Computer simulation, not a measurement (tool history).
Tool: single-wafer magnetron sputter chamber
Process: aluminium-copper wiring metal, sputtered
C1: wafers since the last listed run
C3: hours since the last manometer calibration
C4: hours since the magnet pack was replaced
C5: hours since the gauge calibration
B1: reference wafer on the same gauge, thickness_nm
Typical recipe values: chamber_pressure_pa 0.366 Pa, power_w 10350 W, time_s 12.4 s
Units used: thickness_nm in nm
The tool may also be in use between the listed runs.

Run 1, day 0: usual settings; C1 0; wafers on the sputter target 6274; C3 1428.1; C4 5262.9; C5 145.8; B1 287.784. Result: thickness_nm 245.845 nm.
Run 2, day 2.617: usual settings; C1 1497; wafers on the sputter target 7772; C3 1490.9; C4 5325.7; C5 208.6; B1 287.606. Result: thickness_nm 243.962 nm.
At day 5.867: sputter target and shields replaced.
Run 3, day 6.412: usual settings; C1 1982; wafers on the sputter target 313; C3 1582; C4 5416.8; C5 299.7; B1 288.009. Result: thickness_nm 243.335 nm.
Run 4, day 8.742: usual settings but power_w 10950 W, time_s 11.5 s; C1 1333; wafers on the sputter target 1646; C3 1637.9; C4 5472.7; C5 355.6; B1 287.851. Result: thickness_nm 241.617 nm.
Run 5, day 11.571: usual settings but power_w 10950 W, time_s 11.5 s; C1 1619; wafers on the sputter target 3266; C3 1705.8; C4 5540.6; C5 423.5; B1 288.057. Result: thickness_nm 241.108 nm.
Run 6, day 13.679: usual settings but power_w 10950 W, time_s 11.5 s; C1 1206; wafers on the sputter target 4473; C3 1756.4; C4 5591.2; C5 474.1; B1 287.7. Result: thickness_nm 240.146 nm.
Run 7, day 17.004: usual settings; C1 1903; wafers on the sputter target 6376; C3 1836.2; C4 5671; C5 553.9; B1 287.82. Result: thickness_nm 247.127 nm.
Run 8, day 18.938: usual settings; C1 1106; wafers on the sputter target 7483; C3 1882.6; C4 5717.4; C5 600.3; B1 287.873. Result: thickness_nm 247.533 nm.
At day 20.3: sputter target and shields replaced.
Run 9, day 22.15: usual settings; C1 1648; wafers on the sputter target 1059; C3 1959.7; C4 5794.5; C5 677.4; B1 287.78. Result: thickness_nm 244.741 nm.
Run 10, day 24.854: usual settings; C1 1547; wafers on the sputter target 2607; C3 2024.6; C4 5859.4; C5 742.3; B1 287.99. Result: thickness_nm 248.225 nm.
At day 27.254: capacitance manometer re-zeroed and calibrated.
Run 11, day 27.562: usual settings; C1 1359; wafers on the sputter target 3967; C3 7.4; C4 5924.4; C5 807.3; B1 287.795. Result: thickness_nm 239.396 nm.
Run 12, day 29.446: usual settings; C1 1078; wafers on the sputter target 5045; C3 52.6; C4 5969.6; C5 852.5; B1 288.094. Result: thickness_nm 237.516 nm.
Run 13, day 32.446: usual settings but power_w 11900 W; C1 1717; wafers on the sputter target 6762; C3 124.6; C4 6041.6; C5 924.5; B1 287.892. Result: thickness_nm 274.315 nm.
Run 14, day 35.767: usual settings but chamber_pressure_pa 0.416 Pa, time_s 11.4 s; C1 1900; wafers on the sputter target 8663; C3 204.3; C4 6121.3; C5 1004.2; B1 287.874. Result: thickness_nm 214.471 nm.

The next listed run, before its measurement:
At day 36.788: sputter target and shields replaced.
Run 15, day 38.667: usual settings but power_w 11850 W; C1 1469; wafers on the sputter target 1076; C3 273.9; C4 6190.9; C5 1073.8; B1 ?. Result: thickness_nm ?.

Run 15 came out at B1 287.858, thickness_nm 274.957 nm.
Minus the tool's unlogged condition, the same run would have read thickness_nm 274.904 nm.
